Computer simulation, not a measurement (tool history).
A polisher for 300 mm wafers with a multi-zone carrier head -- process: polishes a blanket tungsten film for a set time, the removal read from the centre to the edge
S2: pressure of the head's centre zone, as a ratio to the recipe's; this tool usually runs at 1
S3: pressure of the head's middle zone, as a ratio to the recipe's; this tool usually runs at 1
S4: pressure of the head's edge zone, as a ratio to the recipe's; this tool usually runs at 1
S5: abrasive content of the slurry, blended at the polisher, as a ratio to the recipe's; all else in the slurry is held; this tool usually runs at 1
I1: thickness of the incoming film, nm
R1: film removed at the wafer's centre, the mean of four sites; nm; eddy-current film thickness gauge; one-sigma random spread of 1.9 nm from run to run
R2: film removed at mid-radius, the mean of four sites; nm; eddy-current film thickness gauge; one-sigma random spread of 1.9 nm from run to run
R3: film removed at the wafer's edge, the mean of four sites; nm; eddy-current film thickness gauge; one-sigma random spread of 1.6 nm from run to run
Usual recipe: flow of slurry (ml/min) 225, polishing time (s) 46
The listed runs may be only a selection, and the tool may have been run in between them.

Run 1, hour 0: usual settings but S3 0.95, S5 1.2; I1 640.4. Result: R1 208.6 nm, R2 194.5 nm, R3 201.2 nm.
Run 2, hour 83.2: usual settings but S3 0.95, S5 1.2; I1 644.1. Result: R1 206.1 nm, R2 197.7 nm, R3 201.2 nm.
Run 3, hour 169.3: usual settings but S3 0.95, S5 1.2; I1 630.1. Result: R1 207.4 nm, R2 193.2 nm, R3 201.6 nm.
Run 4, hour 269.9: usual settings but S5 0.9; I1 643.6. Result: R1 193 nm, R2 189.8 nm, R3 187.9 nm.
Run 5, hour 314.8: usual settings but S5 0.9; I1 647.7. Result: R1 193.3 nm, R2 194.2 nm, R3 183.9 nm.
At hour 386.3: worn pad replaced by a new one.
Run 6, hour 421.1: usual settings but S4 0.92, S5 0.9; I1 641.1. Result: R1 192.8 nm, R2 190 nm, R3 180.9 nm.
At hour 483.1: centre zone pressure recalibrated.
Run 7, hour 491.5: usual settings but S2 1.09; I1 634.2. Result: R1 215.6 nm, R2 195.3 nm, R3 193.5 nm.
Run 8, hour 546.9: usual settings but flow of slurry (ml/min) 305; I1 639.4. Result: R1 200.8 nm, R2 203.6 nm, R3 195.5 nm.
At hour 586.4: edge zone pressure recalibrated.
Run 9, hour 596.9: usual settings; I1 645.1. Result: R1 196.5 nm, R2 200.1 nm, R3 191 nm.
At hour 657.9: carrier head's membrane replaced by a new one.
Run 10, hour 670.8: usual settings but S3 1.09, polishing time (s) 54; I1 636.6. Result: R1 228.9 nm, R2 249.5 nm, R3 223.7 nm.
Run 11, hour 730.6: usual settings; I1 635.5. Result: R1 196.7 nm, R2 192.5 nm, R3 194.2 nm.
At hour 757.2: worn pad replaced by a new one.
Run 12, hour 778.2: usual settings but S2 1.06, S4 1.09, S5 0.8; I1 642.8. Result: R1 193.9 nm, R2 183.8 nm, R3 188.2 nm.
At hour 838.2: slurry nozzle cleaned.
Run 13, hour 854.1: usual settings; I1 643.8. Result: R1 199.2 nm, R2 196.1 nm, R3 191.1 nm.
Run 14, hour 919.1: usual settings but S4 0.92, polishing time (s) 58; I1 629.6. Result: R1 249.4 nm, R2 247.2 nm, R3 231.7 nm.
Run 15, hour 976.9: usual settings but S2 0.95, S3 0.88, S4 1.04; I1 643. Result: R1 189.6 nm, R2 174.8 nm, R3 195.2 nm.
Run 16, hour 1048.7: usual settings but flow of slurry (ml/min) 160, S5 1.2; I1 646.8. Result: R1 190.9 nm, R2 191.5 nm, R3 189.8 nm.
At hour 1138.3: worn pad replaced by a new one.
Run 17, hour 1150.9: usual settings; I1 636.5. Result: R1 198.9 nm, R2 193.8 nm, R3 192.6 nm.
Run 18, hour 1223.2: usual settings but flow of slurry (ml/min) 145, S2 1.08, S4 0.95, polishing time (s) 38; I1 644. Result: R1 162.7 nm, R2 149.3 nm, R3 147 nm.
Run 19, hour 1279.7: usual settings; I1 635. Result: R1 197.4 nm, R2 195.3 nm, R3 191.9 nm.
At hour 1324.9: centre zone pressure recalibrated.
Run 20, hour 1363.5: usual settings but S4 1.08, polishing time (s) 32; I1 639.5. Result: R1 140 nm, R2 135.9 nm, R3 137.5 nm.

What if the next run were any one of these 5? Each begins from the tool's condition after run 20:
Run A, hour 1363.9: usual settings but S2 0.96; I1 634.1. Result: R1 ?, R2 ?, R3 ?.
Run B, hour 1363.9: usual settings but S3 1.06; I1 634.1. Result: R1 ?, R2 ?, R3 ?.
Run C, hour 1363.9: usual settings but S2 0.96, S3 0.96, polishing time (s) 60; I1 634.1. Result: R1 ?, R2 ?, R3 ?.
Run D, hour 1363.9: usual settings but flow of slurry (ml/min) 305, S4 0.89, S5 1.2, polishing time (s) 56; I1 634.1. Result: R1 ?, R2 ?, R3 ?.
Run E, hour 1363.9: usual settings but S5 1.2; I1 634.1. Result: R1 ?, R2 ?, R3 ?.

run     R1     R2     R3
  A  189.5  194.6  193.3
  B  197.5  204.4  193.2
  C  247.1  245.3  252.3
  D  261.8    257  239.5
  E  206.6  203.6  202.3
Stripped of hidden state, with their random variation kept, the same runs would have yielded:
run     R1     R2     R3
  A  189.5  194.6  193.3
  B  197.5  204.4  193.2
  C  247.1  245.3  252.3
  D  261.8    257  239.5
  E  206.6  203.6  202.3

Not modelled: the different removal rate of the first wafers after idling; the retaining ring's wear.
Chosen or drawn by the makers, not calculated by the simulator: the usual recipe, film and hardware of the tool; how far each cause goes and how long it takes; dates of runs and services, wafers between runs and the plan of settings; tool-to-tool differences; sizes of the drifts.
